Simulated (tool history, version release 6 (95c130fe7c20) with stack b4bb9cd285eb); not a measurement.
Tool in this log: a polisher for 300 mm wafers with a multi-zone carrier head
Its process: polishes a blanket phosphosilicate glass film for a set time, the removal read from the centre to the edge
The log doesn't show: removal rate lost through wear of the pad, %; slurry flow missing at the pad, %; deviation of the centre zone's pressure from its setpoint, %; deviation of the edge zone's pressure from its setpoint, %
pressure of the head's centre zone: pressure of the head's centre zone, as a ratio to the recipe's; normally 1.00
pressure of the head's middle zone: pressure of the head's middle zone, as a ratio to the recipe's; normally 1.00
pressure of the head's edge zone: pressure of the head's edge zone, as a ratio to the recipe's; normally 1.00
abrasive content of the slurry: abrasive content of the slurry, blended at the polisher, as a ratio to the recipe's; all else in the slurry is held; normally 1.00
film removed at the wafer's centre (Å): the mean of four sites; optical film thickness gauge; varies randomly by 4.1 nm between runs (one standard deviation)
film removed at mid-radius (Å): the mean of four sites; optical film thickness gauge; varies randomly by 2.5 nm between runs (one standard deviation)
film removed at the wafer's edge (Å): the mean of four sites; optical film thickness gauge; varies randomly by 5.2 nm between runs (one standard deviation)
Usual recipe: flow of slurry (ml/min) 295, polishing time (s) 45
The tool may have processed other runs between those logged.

| run | day | flow of slurry (ml/min) | pressure of the head's centre zone | pressure of the head's middle zone | pressure of the head's edge zone | abrasive content of the slurry | polishing time (s) | wafers since the last listed run | wafers polished on this pad | hours since the slurry nozzle was cleaned | hours since the centre zone pressure was calibrated | hours since the edge zone pressure was calibrated | hours since the carrier head's membrane was replaced | incoming thickness of the incoming film, nm | film removed at the wafer's centre (Å) | film removed at mid-radius (Å) | film removed at the wafer's edge (Å) |
|---|---|---|---|---|---|---|---|---|---|---|---|---|---|---|---|---|---|
| 1 | 0.000 | 295 | 1.00 | 1.00 | 1.00 | 1.00 | 45 | 0 | 1614 | 41.8 | 344.0 | 897.3 | 1439.3 | 2328.1 | 3625 | 3694 | 3705 |
| 2 | 1.200 | 295 | 1.00 | 1.00 | 1.00 | 1.00 | 45 | 336 | 1950 | 70.6 | 372.8 | 926.1 | 1468.1 | 2382.2 | 3634 | 3555 | 3633 |
| 3 | 2.846 | 295 | 0.97 | 1.00 | 1.00 | 1.00 | 45 | 461 | 2412 | 110.1 | 412.3 | 965.6 | 1507.6 | 2310.0 | 3317 | 3443 | 3527 |
|  | 4.592 | worn pad replaced by a new one, of another model than before |
| 4 | 5.475 | 295 | 0.97 | 1.00 | 1.00 | 1.00 | 45 | 691 | 248 | 173.2 | 475.4 | 1028.7 | 1570.7 | 2336.8 | 3699 | 3830 | 3829 |
| 5 | 7.362 | 295 | 0.92 | 1.00 | 1.00 | 1.00 | 45 | 529 | 777 | 218.5 | 520.7 | 1074.0 | 1616.0 | 2319.7 | 3493 | 3763 | 3831 |
|  | 8.767 | centre zone pressure recalibrated |
| 6 | 9.538 | 295 | 0.92 | 1.00 | 1.00 | 1.00 | 45 | 587 | 1364 | 270.7 | 18.5 | 1126.2 | 1668.2 | 2362.9 | 3306 | 3633 | 3754 |
| 7 | 11.183 | 295 | 0.92 | 1.00 | 1.00 | 1.00 | 45 | 461 | 1826 | 310.2 | 58.0 | 1165.7 | 1707.7 | 2364.1 | 3253 | 3579 | 3652 |
| 8 | 13.658 | 295 | 1.00 | 1.07 | 1.00 | 1.00 | 45 | 694 | 2521 | 369.6 | 117.4 | 1225.1 | 1767.1 | 2382.3 | 3343 | 3560 | 3405 |
|  | 14.458 | worn pad replaced by a new one |
|  | 14.500 | slurry nozzle cleaned |
|  | 16.050 | carrier head's membrane replaced by a new one |
| 9 | 16.462 | 225 | 1.00 | 0.95 | 1.00 | 0.75 | 45 | 670 | 492 | 47.1 | 184.7 | 1292.4 | 9.9 | 2319.4 | 2921 | 2814 | 3044 |
|  | 17.071 | edge zone pressure recalibrated |
| 10 | 18.342 | 295 | 1.00 | 1.00 | 0.95 | 1.00 | 55 | 503 | 996 | 92.2 | 229.8 | 30.5 | 55.0 | 2360.7 | 4573 | 4596 | 4644 |
| 11 | 24.492 | 295 | 1.00 | 1.00 | 1.00 | 1.00 | 45 | 1725 | 2722 | 239.8 | 377.4 | 178.1 | 202.6 | 2362.4 | 3329 | 3318 | 3263 |
|  | 25.317 | worn pad replaced by a new one |
| 12 | 25.608 | 355 | 0.93 | 1.00 | 1.00 | 0.90 | 30 | 266 | 81 | 266.6 | 404.2 | 204.9 | 229.4 | 2307.3 | 2266 | 2456 | 2502 |
| 13 | 26.650 | 295 | 1.00 | 1.00 | 1.00 | 1.00 | 45 | 292 | 374 | 291.6 | 429.2 | 229.9 | 254.4 | 2368.9 | 3865 | 3813 | 3895 |
| 14 | 27.912 | 295 | 1.00 | 1.00 | 1.00 | 1.00 | 45 | 354 | 728 | 321.9 | 459.5 | 260.2 | 284.7 | 2330.2 | 3801 | 3836 | 3846 |
| 15 | 30.896 | 295 | 1.00 | 0.94 | 1.00 | 1.00 | 45 | 837 | 1565 | 393.5 | 531.1 | 331.8 | 356.3 | 2337.2 | 3708 | 3491 | 3776 |
|  | 31.058 | slurry nozzle cleaned |
| 16 | 32.867 | 295 | 1.07 | 0.94 | 0.96 | 1.00 | 56 | 541 | 2107 | 43.4 | 578.4 | 379.1 | 403.6 | 2307.5 | 4649 | 4164 | 4340 |
|  | 34.158 | centre zone pressure recalibrated |
| 17 | 35.292 | 395 | 1.00 | 1.00 | 1.00 | 1.00 | 45 | 657 | 2764 | 101.6 | 27.2 | 437.3 | 461.8 | 2326.5 | 3418 | 3384 | 3549 |
|  | 35.621 | worn pad replaced by a new one |
| 18 | 37.900 | 295 | 1.00 | 1.09 | 1.00 | 1.00 | 45 | 685 | 640 | 164.2 | 89.8 | 499.9 | 524.4 | 2305.8 | 3820 | 4098 | 3863 |
| 19 | 39.308 | 295 | 1.00 | 1.00 | 0.90 | 1.00 | 35 | 395 | 1035 | 198.0 | 123.6 | 533.7 | 558.2 | 2304.6 | 2931 | 2942 | 2859 |
| 20 | 41.533 | 350 | 1.00 | 1.00 | 0.94 | 1.00 | 51 | 624 | 1659 | 251.4 | 177.0 | 587.1 | 611.6 | 2302.3 | 4236 | 4245 | 4214 |
| 21 | 42.583 | 260 | 1.00 | 1.00 | 1.00 | 1.00 | 45 | 294 | 1954 | 276.6 | 202.2 | 612.3 | 636.8 | 2369.8 | 3515 | 3467 | 3560 |

Forecast each of these 4 alternatives for the next run:
| A | 42.600 | 295 | 1.00 | 1.00 | 1.00 | 1.00 | 45 | 4 | 1959 | 277.0 | 202.6 | 612.7 | 637.2 | 2330.4 | ? | ? | ? |
| B | 42.600 | 295 | 1.00 | 1.00 | 1.03 | 0.75 | 45 | 4 | 1959 | 277.0 | 202.6 | 612.7 | 637.2 | 2330.4 | ? | ? | ? |
| C | 42.600 | 295 | 1.12 | 1.00 | 1.00 | 1.00 | 45 | 4 | 1959 | 277.0 | 202.6 | 612.7 | 637.2 | 2330.4 | ? | ? | ? |
| D | 42.600 | 295 | 1.00 | 1.00 | 0.91 | 1.00 | 45 | 4 | 1959 | 277.0 | 202.6 | 612.7 | 637.2 | 2330.4 | ? | ? | ? |

| run | film removed at the wafer's centre (Å) | film removed at mid-radius (Å) | film removed at the wafer's edge (Å) |
|---|---|---|---|
| A | 3642 | 3587 | 3584 |
| B | 2984 | 2939 | 2979 |
| C | 4082 | 3585 | 3584 |
| D | 3642 | 3587 | 3428 |
Without the tool's hidden state the same runs would have given:
| run | film removed at the wafer's centre (Å) | film removed at mid-radius (Å) | film removed at the wafer's edge (Å) |
|---|---|---|---|
| A | 3944 | 3884 | 3882 |
| B | 3232 | 3183 | 3227 |
| C | 4421 | 3882 | 3882 |
| D | 3944 | 3885 | 3713 |
